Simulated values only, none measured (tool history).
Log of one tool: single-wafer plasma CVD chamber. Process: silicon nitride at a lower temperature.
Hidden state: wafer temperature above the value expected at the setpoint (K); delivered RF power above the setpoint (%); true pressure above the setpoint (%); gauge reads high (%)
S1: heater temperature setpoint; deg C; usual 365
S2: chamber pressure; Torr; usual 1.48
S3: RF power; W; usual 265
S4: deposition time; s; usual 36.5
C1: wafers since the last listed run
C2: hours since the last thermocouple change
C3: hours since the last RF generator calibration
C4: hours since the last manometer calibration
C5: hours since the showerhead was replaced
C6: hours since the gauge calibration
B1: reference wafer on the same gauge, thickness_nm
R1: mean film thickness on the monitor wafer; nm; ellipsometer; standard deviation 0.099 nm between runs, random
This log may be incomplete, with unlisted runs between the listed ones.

{"run": 1, "hour": 0.0, "S1": 365, "S2": 1.48, "S3": 265, "S4": 36.5, "C1": 0, "C2": 1294.2, "C3": 1056.2, "C4": 2181.4, "C5": 6173.1, "C6": 1883.1, "B1": 41.468, "R1": 35.806}
{"run": 2, "hour": 49.7, "S1": 365, "S2": 1.48, "S3": 265, "S4": 36.5, "C1": 904, "C2": 1343.9, "C3": 1105.9, "C4": 2231.1, "C5": 6222.8, "C6": 1932.8, "B1": 41.513, "R1": 35.825}
{"run": 3, "hour": 92.3, "S1": 365, "S2": 1.48, "S3": 265, "S4": 35.0, "C1": 774, "C2": 1386.5, "C3": 1148.5, "C4": 2273.7, "C5": 6265.4, "C6": 1975.4, "B1": 41.521, "R1": 34.245}
{"run": 4, "hour": 124.6, "S1": 365, "S2": 1.48, "S3": 265, "S4": 35.0, "C1": 587, "C2": 1418.8, "C3": 1180.8, "C4": 2306.0, "C5": 6297.7, "C6": 2007.7, "B1": 41.469, "R1": 34.372}
{"run": 5, "hour": 168.0, "S1": 365, "S2": 1.48, "S3": 285, "S4": 38.2, "C1": 789, "C2": 1462.2, "C3": 1224.2, "C4": 2349.4, "C5": 6341.1, "C6": 2051.1, "B1": 41.482, "R1": 38.893}
{"run": 6, "hour": 234.0, "S1": 365, "S2": 1.48, "S3": 285, "S4": 38.2, "C1": 1200, "C2": 1528.2, "C3": 1290.2, "C4": 2415.4, "C5": 6407.1, "C6": 2117.1, "B1": 41.535, "R1": 38.753}
{"run": 7, "hour": 269.9, "S1": 365, "S2": 1.48, "S3": 265, "S4": 36.5, "C1": 653, "C2": 1564.1, "C3": 1326.1, "C4": 2451.3, "C5": 6443.0, "C6": 2153.0, "B1": 41.485, "R1": 35.916}
{"run": 8, "hour": 318.9, "S1": 365, "S2": 1.48, "S3": 265, "S4": 36.5, "C1": 891, "C2": 1613.1, "C3": 1375.1, "C4": 2500.3, "C5": 6492.0, "C6": 2202.0, "B1": 41.469, "R1": 35.609}
{"run": 9, "hour": 347.5, "S1": 365, "S2": 1.48, "S3": 300, "S4": 36.5, "C1": 520, "C2": 1641.7, "C3": 1403.7, "C4": 2528.9, "C5": 6520.6, "C6": 2230.6, "B1": 41.494, "R1": 37.844}
{"run": 10, "hour": 503.5, "S1": 365, "S2": 1.48, "S3": 300, "S4": 36.5, "C1": 2837, "C2": 1797.7, "C3": 1559.7, "C4": 2684.9, "C5": 6676.6, "C6": 2386.6, "B1": 41.558, "R1": 37.933}
{"hour": 515.7, "done": "showerhead replaced"}
{"hour": 542.6, "done": "capacitance manometer re-zeroed and calibrated"}
{"run": 11, "hour": 546.4, "S1": 365, "S2": 1.48, "S3": 300, "S4": 36.5, "C1": 489, "C2": 1840.6, "C3": 1602.6, "C4": 3.8, "C5": 30.7, "C6": 2429.5, "B1": 41.512, "R1": 38.168}
{"hour": 592.3, "done": "gauge calibrated"}
{"run": 12, "hour": 620.7, "S1": 365, "S2": 1.48, "S3": 265, "S4": 39.6, "C1": 1351, "C2": 1914.9, "C3": 1676.9, "C4": 78.1, "C5": 105.0, "C6": 28.4, "B1": 41.453, "R1": 38.943}
{"run": 13, "hour": 651.4, "S1": 365, "S2": 1.48, "S3": 265, "S4": 36.5, "C1": 558, "C2": 1945.6, "C3": 1707.6, "C4": 108.8, "C5": 135.7, "C6": 59.1, "B1": 41.484, "R1": 35.931}
{"run": 14, "hour": 700.8, "S1": 353, "S2": 1.48, "S3": 265, "S4": 31.5, "C1": 898, "C2": 1995.0, "C3": 1757.0, "C4": 158.2, "C5": 185.1, "C6": 108.5, "B1": 41.477, "R1": 31.16}
{"run": 15, "hour": 749.4, "S1": 365, "S2": 1.48, "S3": 265, "S4": 36.5, "C1": 884, "C2": 2043.6, "C3": 1805.6, "C4": 206.8, "C5": 233.7, "C6": 157.1, "B1": 41.525, "R1": 35.648}
{"run": 16, "hour": 774.0, "S1": 365, "S2": 1.65, "S3": 265, "S4": 36.5, "C1": 447, "C2": 2068.2, "C3": 1830.2, "C4": 231.4, "C5": 258.3, "C6": 181.7, "B1": 41.518, "R1": 37.477}
{"run": 17, "hour": 800.1, "S1": 365, "S2": 1.48, "S3": 285, "S4": 36.5, "C1": 474, "C2": 2094.3, "C3": 1856.3, "C4": 257.5, "C5": 284.4, "C6": 207.8, "B1": 41.485, "R1": 37.069}
{"run": 18, "hour": 825.7, "S1": 369, "S2": 1.37, "S3": 305, "S4": 41.5, "C1": 465, "C2": 2119.9, "C3": 1881.9, "C4": 283.1, "C5": 310.0, "C6": 233.4, "B1": 41.505, "R1": 41.978}
{"run": 19, "hour": 865.8, "S1": 365, "S2": 1.22, "S3": 240, "S4": 36.5, "C1": 729, "C2": 2160.0, "C3": 1922.0, "C4": 323.2, "C5": 350.1, "C6": 273.5, "B1": 41.489, "R1": 30.987}
{"hour": 889.4, "done": "RF generator calibrated"}
{"run": 20, "hour": 927.4, "S1": 351, "S2": 1.48, "S3": 265, "S4": 36.5, "C1": 975, "C2": 2221.6, "C3": 38.0, "C4": 384.8, "C5": 411.7, "C6": 335.1, "B1": 41.514, "R1": 36.023}
{"hour": 1006.2, "done": "thermocouple changed; heater temperature recalibrated"}
{"run": 21, "hour": 1060.3, "S1": 355, "S2": 1.48, "S3": 265, "S4": 39.3, "C1": 2272, "C2": 54.1, "C3": 170.9, "C4": 517.7, "C5": 544.6, "C6": 468.0, "B1": 41.529, "R1": 38.645}
{"run": 22, "hour": 1109.8, "S1": 365, "S2": 1.48, "S3": 265, "S4": 36.5, "C1": 900, "C2": 103.6, "C3": 220.4, "C4": 567.2, "C5": 594.1, "C6": 517.5, "B1": 41.502, "R1": 35.919}
{"run": 23, "hour": 1141.9, "S1": 370, "S2": 1.48, "S3": 310, "S4": 36.5, "C1": 583, "C2": 135.7, "C3": 252.5, "C4": 599.3, "C5": 626.2, "C6": 549.6, "B1": 41.512, "R1": 38.508}
{"run": 24, "hour": 1193.2, "S1": 365, "S2": 1.48, "S3": 265, "S4": 36.5, "C1": 933, "C2": 187.0, "C3": 303.8, "C4": 650.6, "C5": 677.5, "C6": 600.9, "B1": 41.483, "R1": 35.704}
{"run": 25, "hour": 1239.1, "S1": 357, "S2": 1.85, "S3": 245, "S4": 39.9, "C1": 835, "C2": 232.9, "C3": 349.7, "C4": 696.5, "C5": 723.4, "C6": 646.8, "B1": 41.529, "R1": 41.632}
{"run": 26, "hour": 1301.3, "S1": 365, "S2": 1.48, "S3": 265, "S4": 36.5, "C1": 1131, "C2": 295.1, "C3": 411.9, "C4": 758.7, "C5": 785.6, "C6": 709.0, "B1": 41.468, "R1": 35.849}
{"run": 27, "hour": 1343.5, "S1": 365, "S2": 1.48, "S3": 265, "S4": 36.5, "C1": 767, "C2": 337.3, "C3": 454.1, "C4": 800.9, "C5": 827.8, "C6": 751.2, "B1": 41.461, "R1": 35.932}
{"run": 28, "hour": 1370.9, "S1": 352, "S2": 1.21, "S3": 290, "S4": 29.7, "C1": 498, "C2": 364.7, "C3": 481.5, "C4": 828.3, "C5": 855.2, "C6": 778.6, "B1": 41.484, "R1": 27.66}
{"run": 29, "hour": 1435.0, "S1": 365, "S2": 1.29, "S3": 250, "S4": 36.5, "C1": 1166, "C2": 428.8, "C3": 545.6, "C4": 892.4, "C5": 919.3, "C6": 842.7, "B1": 41.535, "R1": 32.504}

Below are 4 alternative next runs, each starting from the tool's condition after run 29. Predict each:
{"run": "A", "hour": 1435.4, "S1": 365, "S2": 1.48, "S3": 265, "S4": 36.5, "C1": 7, "C2": 429.2, "C3": 546.0, "C4": 892.8, "C5": 919.7, "C6": 843.1, "B1": "?", "R1": "?"}
{"run": "B", "hour": 1435.4, "S1": 365, "S2": 1.23, "S3": 265, "S4": 36.5, "C1": 7, "C2": 429.2, "C3": 546.0, "C4": 892.8, "C5": 919.7, "C6": 843.1, "B1": "?", "R1": "?"}
{"run": "C", "hour": 1435.4, "S1": 365, "S2": 1.83, "S3": 265, "S4": 36.5, "C1": 7, "C2": 429.2, "C3": 546.0, "C4": 892.8, "C5": 919.7, "C6": 843.1, "B1": "?", "R1": "?"}
{"run": "D", "hour": 1435.4, "S1": 365, "S2": 1.48, "S3": 265, "S4": 30.2, "C1": 7, "C2": 429.2, "C3": 546.0, "C4": 892.8, "C5": 919.7, "C6": 843.1, "B1": "?", "R1": "?"}

run=A B1=41.491 R1=35.896
run=B B1=41.491 R1=32.673
run=C B1=41.491 R1=39.212
run=D B1=41.491 R1=29.712
Stripped of hidden state, with their random variation kept, the same runs would have yielded:
run=A R1=35.896
run=B R1=32.673
run=C R1=39.212
run=D R1=29.712
